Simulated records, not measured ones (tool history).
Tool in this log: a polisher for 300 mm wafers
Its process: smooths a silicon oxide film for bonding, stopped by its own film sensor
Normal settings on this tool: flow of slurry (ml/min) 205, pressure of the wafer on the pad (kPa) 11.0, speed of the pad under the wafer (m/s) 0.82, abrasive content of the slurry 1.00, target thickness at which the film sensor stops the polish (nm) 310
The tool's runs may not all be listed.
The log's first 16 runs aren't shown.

run,hour,flow of slurry (ml/min),pressure of the wafer on the pad (kPa),speed of the pad under the wafer (m/s),abrasive content of the slurry,target thickness at which the film sensor stops the polish (nm),wafers since the last listed run,wafers polished on this pad,hours since the slurry nozzle was cleaned,hours since the head pressure was calibrated,hours since the slurry blender was calibrated,"incoming thickness of the incoming film, nm",time until the film sensor stopped the polish (s)
17,715.4,205,11.0,0.82,0.90,310,538,732,346.8,82.9,144.0,348.1,78.3
# hour 724.2: slurry nozzle cleaned
18,784.6,165,13.8,0.82,0.70,310,872,1604,60.4,152.1,213.2,349.3,94.0
19,831.6,205,7.6,0.82,1.25,301,601,2206,107.4,199.1,260.2,351.5,118.4
20,858.6,270,11.0,0.82,0.75,310,345,2551,134.4,226.1,287.2,351.4,102.2
# hour 916.5: slurry blender recalibrated
21,919.6,175,11.0,0.94,0.80,310,754,3306,195.4,287.1,3.1,349.8,76.3
22,945.3,255,11.0,0.82,1.00,310,328,3635,221.1,312.8,28.8,351.4,75.9
# hour 988.2: head pressure recalibrated
# hour 991.1: worn pad replaced by a new one
23,995.2,205,11.0,0.82,1.00,310,576,52,271.0,7.0,78.7,356.2,87.7
24,1051.2,205,11.0,0.74,1.00,310,716,768,327.0,63.0,134.7,343.8,71.5
25,1104.9,205,11.0,0.82,1.00,317,686,1455,380.7,116.7,188.4,356.8,76.5
26,1143.6,230,11.0,0.68,1.15,304,495,1950,419.4,155.4,227.1,353.3,102.6
# hour 1184.3: slurry nozzle cleaned
27,1212.7,205,11.0,0.82,1.30,310,871,2821,28.4,224.5,296.2,350.8,69.2
28,1248.5,205,13.8,0.54,1.00,298,457,3279,64.2,260.3,332.0,355.8,136.1
# hour 1263.6: slurry blender recalibrated
# hour 1280.0: worn pad replaced by a new one
29,1294.0,205,11.0,0.82,1.25,299,505,178,109.7,305.8,30.4,354.2,90.2
30,1348.5,205,11.0,0.82,1.00,310,697,875,164.2,360.3,84.9,350.9,78.2
# hour 1364.7: head pressure recalibrated
31,1528.6,205,11.0,0.82,1.00,310,2278,3153,344.3,163.9,265.0,349.2,78.6

3 ways to go on from here, each from the tool as it stands after run 31. What would each give?
A,1529.1,205,11.0,0.82,1.00,299,6,3160,344.8,164.4,265.5,355.0,?
B,1529.1,260,11.0,0.64,0.90,310,6,3160,344.8,164.4,265.5,355.0,?
C,1529.1,205,11.0,1.10,1.00,310,6,3160,344.8,164.4,265.5,355.0,?

run,time until the film sensor stopped the polish (s)
A,110.6
B,113.4
C,70.3
Had the tool no hidden state, the same runs would have come out as:
run,time until the film sensor stopped the polish (s)
A,102.4
B,104.4
C,65.0
